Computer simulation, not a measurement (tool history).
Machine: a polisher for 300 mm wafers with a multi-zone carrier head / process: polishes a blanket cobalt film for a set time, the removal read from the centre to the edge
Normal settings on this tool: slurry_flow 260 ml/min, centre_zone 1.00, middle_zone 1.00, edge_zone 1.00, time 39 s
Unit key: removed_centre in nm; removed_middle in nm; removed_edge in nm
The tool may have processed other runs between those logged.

run     day  slurry_flow  centre_zone  middle_zone  edge_zone  time  wafers since the last listed run  wafers polished on this pad  hours since the slurry nozzle was cleaned  hours since the centre zone pressure was calibrated  hours since the edge zone pressure was calibrated  hours since the carrier head's membrane was replaced  incoming thickness of the incoming film, nm  removed_centre  removed_middle  removed_edge
  1   0.000          260         1.09         1.00       1.00    39                                 0                         2005                                      548.6                                                348.2                                              526.4                                                 316.1                                        716.9           240.0           229.7         235.1
      2.533  -- worn pad replaced by a new one
      2.600  -- slurry nozzle cleaned
  2   2.942          260         1.09         1.00       1.00    39                               921                          123                                        8.2                                                418.8                                              597.0                                                 386.7                                        723.7           240.8           236.0         238.2
  3   4.008          260         1.09         1.00       1.00    39                               359                          482                                       33.8                                                444.4                                              622.6                                                 412.3                                        723.0           243.9           233.3         234.7
      6.592  -- centre zone pressure recalibrated
  4   6.696          205         1.00         1.00       1.00    39                               877                         1360                                       98.3                                                  2.5                                              687.1                                                 476.8                                        716.6           237.6           227.0         231.7
  5   9.196          205         1.00         1.00       1.00    39                               842                         2203                                      158.3                                                 62.5                                              747.1                                                 536.8                                        715.7           227.7           226.1         228.1
  6  12.071          260         1.00         1.00       1.00    39                               969                         3172                                      227.3                                                131.5                                              816.1                                                 605.8                                        714.8           236.9           232.4         238.3
     13.754  -- worn pad replaced by a new one
  7  20.933          260         1.00         1.00       1.00    39                              2931                         2419                                      440.0                                                344.2                                             1028.8                                                 818.5                                        733.8           223.3           232.4         233.0
  8  23.388          260         1.00         1.00       1.00    39                               827                         3247                                      498.9                                                403.1                                             1087.7                                                 877.4                                        724.9           229.6           233.9         239.3
     24.012  -- worn pad replaced by a new one
  9  25.317          260         1.00         0.95       1.00    39                               594                          440                                      545.2                                                449.4                                             1134.0                                                 923.7                                        727.3           228.7           223.7         240.9
 10  26.442          260         1.00         0.95       1.00    39                               379                          819                                      572.2                                                476.4                                             1161.0                                                 950.7                                        727.3           230.6           224.0         240.9
 11  27.567          260         1.00         1.00       1.00    39                               379                         1198                                      599.2                                                503.4                                             1188.0                                                 977.7                                        728.4           225.8           234.8         239.1
     28.204  -- slurry nozzle cleaned
 12  30.192          195         1.00         1.00       0.90    39                               870                         2069                                       47.7                                                566.4                                             1251.0                                                1040.7                                        719.6           214.1           222.9         218.1
     30.762  -- centre zone pressure recalibrated
     31.912  -- carrier head's membrane replaced by a new one
 13  32.671          330         1.08         1.00       1.00    39                               737                         2806                                      107.2                                                 45.8                                             1310.5                                                  18.2                                        731.6           233.4           242.2         241.7
     34.054  -- edge zone pressure recalibrated
 14  34.483          300         1.00         0.94       1.00    33                               582                         3389                                      150.7                                                 89.3                                               10.3                                                  61.7                                        717.3           178.5           192.6         201.9
     35.088  -- worn pad replaced by a new one
     36.979  -- centre zone pressure recalibrated, repeated, since the last time left the tool worse
 15  37.288          260         0.91         1.00       1.00    39                               861                          714                                      218.0                                                  7.4                                               77.6                                                 129.0                                        707.4           217.6           233.2         233.9
 16  40.038          260         1.00         1.00       0.91    39                               927                         1641                                      284.0                                                 73.4                                              143.6                                                 195.0                                        712.6           231.9           231.8         227.0
 17  41.667          260         0.91         1.00       1.00    39                               549                         2190                                      323.1                                                112.5                                              182.7                                                 234.1                                        724.6           213.6           233.7         243.9
     43.479  -- worn pad replaced by a new one
 18  43.988          260         0.95         1.10       1.04    39                               726                          171                                      378.8                                                168.2                                              238.4                                                 289.8                                        726.4           217.9           255.4         241.6
 19  46.188          215         1.09         1.00       1.00    50                               741                          913                                      431.6                                                221.0                                              291.2                                                 342.6                                        715.2           313.0           288.2         298.8
 20  49.062          180         0.91         1.00       1.11    31                               969                         1882                                      500.6                                                290.0                                              360.2                                                 411.6                                        713.1           156.9           177.7         184.7

5 options for the next run, each taken on its own from the tool as it stands now. Forecast them:
  A  49.079          260         1.00         1.00       1.06    39                                 5                         1888                                      501.0                                                290.4                                              360.6                                                 412.0                                        730.3               ?               ?             ?
  B  49.079          205         1.00         1.04       1.00    39                                 5                         1888                                      501.0                                                290.4                                              360.6                                                 412.0                                        730.3               ?               ?             ?
  C  49.079          225         1.11         0.89       1.00    39                                 5                         1888                                      501.0                                                290.4                                              360.6                                                 412.0                                        730.3               ?               ?             ?
  D  49.079          260         0.93         1.05       0.96    47                                 5                         1888                                      501.0                                                290.4                                              360.6                                                 412.0                                        730.3               ?               ?             ?
  E  49.079          260         1.00         1.00       1.03    49                                 5                         1888                                      501.0                                                290.4                                              360.6                                                 412.0                                        730.3               ?               ?             ?

run  removed_centre  removed_middle  removed_edge
  A           221.9           235.0         243.9
  B           213.8           234.1         231.1
  C           241.2           211.2         234.0
  D           248.6           294.0         280.0
  E           278.8           295.2         302.1
Without the tool's hidden state the same runs would have given:
run  removed_centre  removed_middle  removed_edge
  A           235.4           234.9         243.9
  B           226.8           234.1         231.1
  C           255.7           211.1         234.0
  D           263.9           294.0         280.0
  E           295.8           295.2         302.1
